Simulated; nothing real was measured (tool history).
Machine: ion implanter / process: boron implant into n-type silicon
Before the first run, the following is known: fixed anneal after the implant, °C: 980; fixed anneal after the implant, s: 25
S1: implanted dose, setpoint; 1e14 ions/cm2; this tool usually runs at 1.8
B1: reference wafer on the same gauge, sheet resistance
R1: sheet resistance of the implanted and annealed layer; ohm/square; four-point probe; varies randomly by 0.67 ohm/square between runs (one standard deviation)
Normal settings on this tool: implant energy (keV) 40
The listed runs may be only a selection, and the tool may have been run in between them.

{"run": 1, "hour": 0.0, "S1": 2.21, "implant energy (keV)": 40, "B1": 452.93, "R1": 395.74}
{"run": 2, "hour": 19.2, "S1": 2.21, "implant energy (keV)": 40, "B1": 452.77, "R1": 395.84}
{"run": 3, "hour": 31.7, "S1": 1.8, "implant energy (keV)": 40, "B1": 452.89, "R1": 455.09}
{"run": 4, "hour": 51.4, "S1": 1.8, "implant energy (keV)": 40, "B1": 453.11, "R1": 455.46}
{"run": 5, "hour": 76.2, "S1": 1.8, "implant energy (keV)": 40, "B1": 452.95, "R1": 455.53}
{"run": 6, "hour": 97.8, "S1": 2, "implant energy (keV)": 34, "B1": 453.14, "R1": 434.41}
{"run": 7, "hour": 112.8, "S1": 1.8, "implant energy (keV)": 40, "B1": 452.86, "R1": 456.94}
{"run": 8, "hour": 139.3, "S1": 1.8, "implant energy (keV)": 40, "B1": 453.15, "R1": 455.66}
{"run": 9, "hour": 153.9, "S1": 1.8, "implant energy (keV)": 47.5, "B1": 452.97, "R1": 442.54}
{"run": 10, "hour": 170.9, "S1": 1.8, "implant energy (keV)": 40, "B1": 453.17, "R1": 455.9}
{"run": 11, "hour": 205.4, "S1": 1.8, "implant energy (keV)": 40, "B1": 453.08, "R1": 457.31}
{"run": 12, "hour": 237.2, "S1": 1.8, "implant energy (keV)": 40, "B1": 453.09, "R1": 457}
{"run": 13, "hour": 253.6, "S1": 2.27, "implant energy (keV)": 28.5, "B1": 453.15, "R1": 408.16}
{"run": 14, "hour": 287.0, "S1": 1.54, "implant energy (keV)": 53, "B1": 453.12, "R1": 483.55}
{"hour": 326.8, "done": "Faraday cup replaced and dose calibrated"}
{"run": 15, "hour": 327.3, "S1": 1.57, "implant energy (keV)": 36, "B1": 453.15, "R1": 497.58}
{"run": 16, "hour": 345.6, "S1": 1.8, "implant energy (keV)": 35, "B1": 452.82, "R1": 453.92}
{"hour": 376.9, "done": "extraction supply calibrated"}
{"run": 17, "hour": 377.4, "S1": 2.25, "implant energy (keV)": 30, "B1": 453.04, "R1": 397.42}
{"run": 18, "hour": 407.8, "S1": 1.8, "implant energy (keV)": 28, "B1": 452.78, "R1": 471.87}
{"run": 19, "hour": 420.3, "S1": 1.33, "implant energy (keV)": 35, "B1": 452.88, "R1": 558.57}
{"hour": 439.4, "done": "gauge calibrated"}
{"run": 20, "hour": 520.6, "S1": 2.24, "implant energy (keV)": 32.5, "B1": 452.8, "R1": 395.57}
{"run": 21, "hour": 548.2, "S1": 1.8, "implant energy (keV)": 40, "B1": 453.15, "R1": 445.88}
{"run": 22, "hour": 562.3, "S1": 2.2, "implant energy (keV)": 40, "B1": 453.3, "R1": 388.51}
{"run": 23, "hour": 583.1, "S1": 2.31, "implant energy (keV)": 26.5, "B1": 453.19, "R1": 395.84}
{"run": 24, "hour": 625.2, "S1": 2.13, "implant energy (keV)": 40, "B1": 452.77, "R1": 396.29}
{"run": 25, "hour": 660.6, "S1": 1.8, "implant energy (keV)": 40, "B1": 452.96, "R1": 445.6}

Below are 3 alternative next runs, each starting from the tool's condition after run 25. Predict each:
{"run": "A", "hour": 661.0, "S1": 1.8, "implant energy (keV)": 40, "B1": "?", "R1": "?"}
{"run": "B", "hour": 661.0, "S1": 1.94, "implant energy (keV)": 46, "B1": "?", "R1": "?"}
{"run": "C", "hour": 661.0, "S1": 2.16, "implant energy (keV)": 40, "B1": "?", "R1": "?"}

run=A B1=452.83 R1=444.73
run=B B1=452.83 R1=413.46
run=C B1=452.83 R1=393.14
Stripped of hidden state, with their random variation kept, the same runs would have yielded:
run=A R1=443.51
run=B R1=412.35
run=C R1=392.05
